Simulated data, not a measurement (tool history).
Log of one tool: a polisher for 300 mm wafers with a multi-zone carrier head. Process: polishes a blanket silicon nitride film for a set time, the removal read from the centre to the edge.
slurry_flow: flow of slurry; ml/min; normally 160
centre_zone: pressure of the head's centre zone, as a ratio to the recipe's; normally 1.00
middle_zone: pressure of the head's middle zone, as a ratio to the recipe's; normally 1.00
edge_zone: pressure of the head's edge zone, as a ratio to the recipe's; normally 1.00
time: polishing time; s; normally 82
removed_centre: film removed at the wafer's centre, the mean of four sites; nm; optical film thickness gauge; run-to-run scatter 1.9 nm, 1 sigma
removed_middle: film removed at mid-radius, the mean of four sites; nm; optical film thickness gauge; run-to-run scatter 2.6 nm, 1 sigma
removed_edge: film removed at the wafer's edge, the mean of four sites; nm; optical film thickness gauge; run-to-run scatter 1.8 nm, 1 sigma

run,hour,slurry_flow,centre_zone,middle_zone,edge_zone,time,"incoming thickness of the incoming film, nm",removed_centre,removed_middle,removed_edge
1,0.0,195,0.91,1.00,1.00,82,686.5,270.9,285.7,285.6
# hour 31.5: slurry nozzle cleaned
2,32.0,160,1.00,1.00,1.00,82,695.0,274.0,279.8,274.9
3,96.3,160,0.91,1.00,1.00,82,695.0,252.6,267.5,271.8
4,145.1,160,1.00,1.00,1.00,60,704.1,197.7,195.8,196.7
5,187.5,125,0.88,1.00,1.00,82,701.3,229.4,253.8,256.1
# hour 205.0: centre zone pressure recalibrated
# hour 209.8: carrier head's membrane replaced by a new one
6,245.1,160,1.10,0.93,0.88,70,701.9,245.0,210.0,218.5
7,296.0,160,1.00,1.00,1.00,82,690.1,266.7,261.1,263.4
# hour 324.0: worn pad replaced by a new one
8,350.3,160,1.00,1.00,1.00,82,710.9,285.1,283.0,280.6
# hour 407.6: edge zone pressure recalibrated
9,415.9,115,1.00,1.10,0.93,67,691.7,204.6,226.6,206.5
10,470.9,160,0.89,1.00,1.00,82,688.8,251.7,274.0,270.1
11,521.6,160,1.06,1.00,1.00,82,695.2,284.5,271.4,267.4
12,547.9,160,1.06,1.00,1.00,82,698.7,286.4,264.7,269.4
# hour 573.6: slurry nozzle cleaned
13,581.8,160,1.00,1.00,1.00,82,700.2,270.4,269.5,267.6
14,652.5,160,1.00,0.89,1.00,103,704.8,340.2,308.5,335.0
15,704.0,160,1.06,1.00,1.00,82,710.3,278.7,267.1,266.2
# hour 710.3: worn pad replaced by a new one
16,757.7,160,1.06,1.00,1.00,82,691.3,295.7,277.4,282.7
17,791.1,160,1.00,1.00,1.00,82,695.4,278.3,279.6,279.5
18,849.6,160,0.92,0.96,1.08,100,709.9,316.9,318.0,343.8
19,876.7,160,1.00,0.94,1.00,82,698.8,271.6,258.0,271.3
20,908.8,160,1.06,1.00,1.00,62,707.1,213.6,205.6,205.4
21,946.5,160,1.00,1.00,1.00,82,686.5,269.6,267.8,268.6
# hour 960.7: edge zone pressure recalibrated
22,995.0,160,1.00,1.00,1.00,96,688.3,315.2,317.4,315.5
23,1046.9,160,1.11,1.05,0.89,101,699.0,356.5,346.7,312.8

Branching from run 23: 3 alternative next runs. What would each branch give?
A,1047.3,160,1.00,1.00,1.00,82,703.2,?,?,?
B,1047.3,160,1.00,0.96,1.11,105,703.2,?,?,?
C,1047.3,140,0.89,1.08,1.00,82,703.2,?,?,?

run,removed_centre,removed_middle,removed_edge
A,268.2,266.0,268.9
B,343.4,329.1,361.6
C,238.6,276.2,263.2
With no hidden state in the tool, these same runs would have given:
run,removed_centre,removed_middle,removed_edge
A,288.7,286.3,289.4
B,369.5,354.2,389.2
C,256.8,297.2,283.3
